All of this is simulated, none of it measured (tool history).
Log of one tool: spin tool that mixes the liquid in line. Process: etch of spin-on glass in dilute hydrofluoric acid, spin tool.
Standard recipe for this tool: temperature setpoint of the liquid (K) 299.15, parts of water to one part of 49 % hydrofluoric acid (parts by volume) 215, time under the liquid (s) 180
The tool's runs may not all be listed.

run	hour	temperature setpoint of the liquid (K)	parts of water to one part of 49 % hydrofluoric acid (parts by volume)	time under the liquid (s)	wafers since the last listed run	hours since the thermometer was replaced	hours since the hydrofluoric acid flow meter was replaced	hours since the gauge calibration	read-back film thickness of the spin-on glass reference wafer, read on the same gauge (nm)	thickness taken off the spin-on glass on a monitor wafer (nm)
1	0	301.15	215	180	0	1384.3	678.3	237.3	69.99	40.17
2	20	301.15	215	180	193	1404.3	698.3	257.3	69.99	40.09
3	49.5	301.15	215	180	285	1433.8	727.8	286.8	69.97	40.04
4	141	299.15	215	150	884	1525.3	819.3	378.3	69.99	31.1
5	171.1	299.15	215	150	290	1555.4	849.4	408.4	70.04	30.86
6	187.9	299.15	215	150	162	1572.2	866.2	425.2	70.02	30.93
7	208.4	299.15	215	180	198	1592.7	886.7	445.7	70.01	37.12
# hour 234.1: gauge calibrated
8	234.7	299.15	145	180	254	1619	913	0.6	70.01	60.13
9	264.8	296.65	215	250	290	1649.1	943.1	30.7	69.99	46.89
10	289.8	299.15	145	180	241	1674.1	968.1	55.7	69.97	60.36
# hour 292.6: hydrofluoric acid flow meter replaced
11	311.4	296.65	260	180	199	1695.7	18.8	77.3	69.98	28.57
12	343.6	299.15	215	180	311	1727.9	51	109.5	69.99	39.49
# hour 349.5: thermometer replaced
13	364.3	302.65	295	180	190	14.8	71.7	130.2	70.01	27.26
14	386.7	299.15	215	150	216	37.2	94.1	152.6	69.99	30.21
15	403	299.15	215	95	157	53.5	110.4	168.9	70	19.16
16	434.7	299.15	215	180	306	85.2	142.1	200.6	70.01	36.33
17	461.3	295.15	320	270	257	111.8	168.7	227.2	69.97	28.57
18	479.2	302.65	215	180	172	129.7	186.6	245.1	70	40.77
19	506.6	295.15	275	235	264	157.1	214	272.5	70.01	30.06

Here are 4 independent what-if runs from the current tool condition. What would each one return?
A	507.1	299.15	215	145	4	157.6	214.5	273	?	?
B	507.1	299.15	140	180	4	157.6	214.5	273	?	?
C	507.1	303.15	215	180	4	157.6	214.5	273	?	?
D	507.1	303.65	175	115	4	157.6	214.5	273	?	?

run	read-back film thickness of the spin-on glass reference wafer, read on the same gauge (nm)	thickness taken off the spin-on glass on a monitor wafer (nm)
A	70.02	29.03
B	70.02	60.47
C	70.02	41.4
D	70.02	34.78
Had the tool no hidden state, the same runs would have come out as:
run	thickness taken off the spin-on glass on a monitor wafer (nm)
A	29.1
B	60.51
C	41.55
D	34.88

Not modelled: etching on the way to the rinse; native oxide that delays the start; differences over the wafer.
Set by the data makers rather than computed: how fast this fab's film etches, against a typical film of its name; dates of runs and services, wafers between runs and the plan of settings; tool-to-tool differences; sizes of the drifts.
